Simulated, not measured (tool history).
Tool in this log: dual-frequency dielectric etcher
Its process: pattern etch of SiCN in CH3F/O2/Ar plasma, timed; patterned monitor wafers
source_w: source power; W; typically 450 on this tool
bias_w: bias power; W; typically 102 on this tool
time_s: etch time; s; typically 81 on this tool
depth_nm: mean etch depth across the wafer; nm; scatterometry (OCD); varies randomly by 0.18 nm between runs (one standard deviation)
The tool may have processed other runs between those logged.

| run | hour | source_w | bias_w | time_s | wafers since the last listed run | hours since the last wet clean | hours since the last source power generator calibration | hours since the last bias power generator calibration | hours since the last upper electrode change | hours since the gauge calibration | read-back reference wafer on the same gauge, depth_nm | depth_nm |
|---|---|---|---|---|---|---|---|---|---|---|---|---|
| 1 | 0 | 450 | 102 | 81 | 0 | 0.5 | 4978.2 | 2432.4 | 4360.5 | 573.7 | 29.26 | 34.19 |
| 2 | 11.2 | 450 | 102 | 81 | 93 | 11.7 | 4989.4 | 2443.6 | 4371.7 | 584.9 | 29.29 | 34.16 |
|  | 45.8 | upper electrode replaced |
| 3 | 46.3 | 450 | 102 | 81 | 92 | 46.8 | 5024.5 | 2478.7 | 0.5 | 620 | 29.25 | 33.99 |
| 4 | 65.5 | 450 | 102 | 81 | 160 | 66 | 5043.7 | 2497.9 | 19.7 | 639.2 | 29.26 | 33.89 |
| 5 | 83.6 | 400 | 102 | 81 | 151 | 84.1 | 5061.8 | 2516 | 37.8 | 657.3 | 29.29 | 32.57 |
|  | 88.7 | source power generator calibrated |
| 6 | 106.8 | 450 | 102 | 81 | 160 | 107.3 | 18.1 | 2539.2 | 61 | 680.5 | 29.29 | 33.95 |
|  | 115.6 | gauge calibrated |
| 7 | 129.4 | 450 | 90 | 81 | 188 | 129.9 | 40.7 | 2561.8 | 83.6 | 13.8 | 29.29 | 31.21 |
| 8 | 162.8 | 450 | 90 | 81 | 278 | 163.3 | 74.1 | 2595.2 | 117 | 47.2 | 29.31 | 31.18 |
| 9 | 178.7 | 450 | 102 | 81 | 132 | 179.2 | 90 | 2611.1 | 132.9 | 63.1 | 29.32 | 33.73 |
| 10 | 204.1 | 520 | 83 | 58 | 212 | 204.6 | 115.4 | 2636.5 | 158.3 | 88.5 | 29.3 | 22.12 |
| 11 | 234 | 450 | 102 | 81 | 249 | 234.5 | 145.3 | 2666.4 | 188.2 | 118.4 | 29.31 | 33.72 |
| 12 | 257.8 | 360 | 102 | 81 | 198 | 258.3 | 169.1 | 2690.2 | 212 | 142.2 | 29.31 | 31.16 |
| 13 | 285.6 | 400 | 102 | 81 | 232 | 286.1 | 196.9 | 2718 | 239.8 | 170 | 29.29 | 31.98 |
| 14 | 317.3 | 520 | 77 | 65 | 264 | 317.8 | 228.6 | 2749.7 | 271.5 | 201.7 | 29.31 | 23.65 |
| 15 | 337.2 | 450 | 102 | 81 | 166 | 337.7 | 248.5 | 2769.6 | 291.4 | 221.6 | 29.31 | 33.25 |
| 16 | 370.1 | 540 | 102 | 102.5 | 274 | 370.6 | 281.4 | 2802.5 | 324.3 | 254.5 | 29.28 | 44.96 |
| 17 | 391.3 | 360 | 102 | 81 | 177 | 391.8 | 302.6 | 2823.7 | 345.5 | 275.7 | 29.33 | 30.8 |
| 18 | 413.1 | 450 | 102 | 60.5 | 182 | 413.6 | 324.4 | 2845.5 | 367.3 | 297.5 | 29.29 | 24.54 |
| 19 | 429 | 450 | 102 | 97.5 | 132 | 429.5 | 340.3 | 2861.4 | 383.2 | 313.4 | 29.3 | 40.07 |
|  | 449.6 | bias power generator calibrated |
| 20 | 455.6 | 510 | 102 | 92 | 188 | 456.1 | 366.9 | 6 | 409.8 | 340 | 29.25 | 39.09 |
| 21 | 475.6 | 400 | 86 | 59.5 | 167 | 476.1 | 386.9 | 26 | 429.8 | 360 | 29.28 | 20.71 |
| 22 | 497 | 370 | 89 | 92 | 178 | 497.5 | 408.3 | 47.4 | 451.2 | 381.4 | 29.33 | 32.32 |
|  | 525.4 | wet clean of the chamber |
| 23 | 525.9 | 370 | 102 | 103 | 40 | 0.5 | 437.2 | 76.3 | 480.1 | 410.3 | 29.28 | 40.65 |
| 24 | 539.7 | 450 | 102 | 81 | 115 | 14.3 | 451 | 90.1 | 493.9 | 424.1 | 29.29 | 34.35 |
| 25 | 552.2 | 450 | 102 | 81 | 104 | 26.8 | 463.5 | 102.6 | 506.4 | 436.6 | 29.27 | 34.21 |
| 26 | 581.2 | 550 | 82 | 81 | 242 | 55.8 | 492.5 | 131.6 | 535.4 | 465.6 | 29.34 | 31.82 |
| 27 | 612.2 | 550 | 102 | 103.5 | 258 | 86.8 | 523.5 | 162.6 | 566.4 | 496.6 | 29.29 | 46.92 |
| 28 | 643.8 | 450 | 102 | 101.5 | 263 | 118.4 | 555.1 | 194.2 | 598 | 528.2 | 29.25 | 42.26 |
| 29 | 663.7 | 360 | 102 | 81 | 166 | 138.3 | 575 | 214.1 | 617.9 | 548.1 | 29.28 | 31.66 |

5 ways to go on from here, each from the tool as it stands after run 29. What would each give?
| A | 664.1 | 450 | 102 | 81 | 3 | 138.7 | 575.4 | 214.5 | 618.3 | 548.5 | ? | ? |
| B | 664.1 | 520 | 102 | 63 | 3 | 138.7 | 575.4 | 214.5 | 618.3 | 548.5 | ? | ? |
| C | 664.1 | 370 | 125 | 103.5 | 3 | 138.7 | 575.4 | 214.5 | 618.3 | 548.5 | ? | ? |
| D | 664.1 | 400 | 125 | 67.5 | 3 | 138.7 | 575.4 | 214.5 | 618.3 | 548.5 | ? | ? |
| E | 664.1 | 450 | 123 | 81 | 3 | 138.7 | 575.4 | 214.5 | 618.3 | 548.5 | ? | ? |

| run | read-back reference wafer on the same gauge, depth_nm | depth_nm |
|---|---|---|
| A | 29.26 | 33.7 |
| B | 29.26 | 27.54 |
| C | 29.26 | 45.47 |
| D | 29.26 | 30.42 |
| E | 29.26 | 37.6 |
Without the tool's hidden state the same runs would have given:
| run | depth_nm |
|---|---|
| A | 33.99 |
| B | 27.77 |
| C | 45.85 |
| D | 30.67 |
| E | 37.92 |

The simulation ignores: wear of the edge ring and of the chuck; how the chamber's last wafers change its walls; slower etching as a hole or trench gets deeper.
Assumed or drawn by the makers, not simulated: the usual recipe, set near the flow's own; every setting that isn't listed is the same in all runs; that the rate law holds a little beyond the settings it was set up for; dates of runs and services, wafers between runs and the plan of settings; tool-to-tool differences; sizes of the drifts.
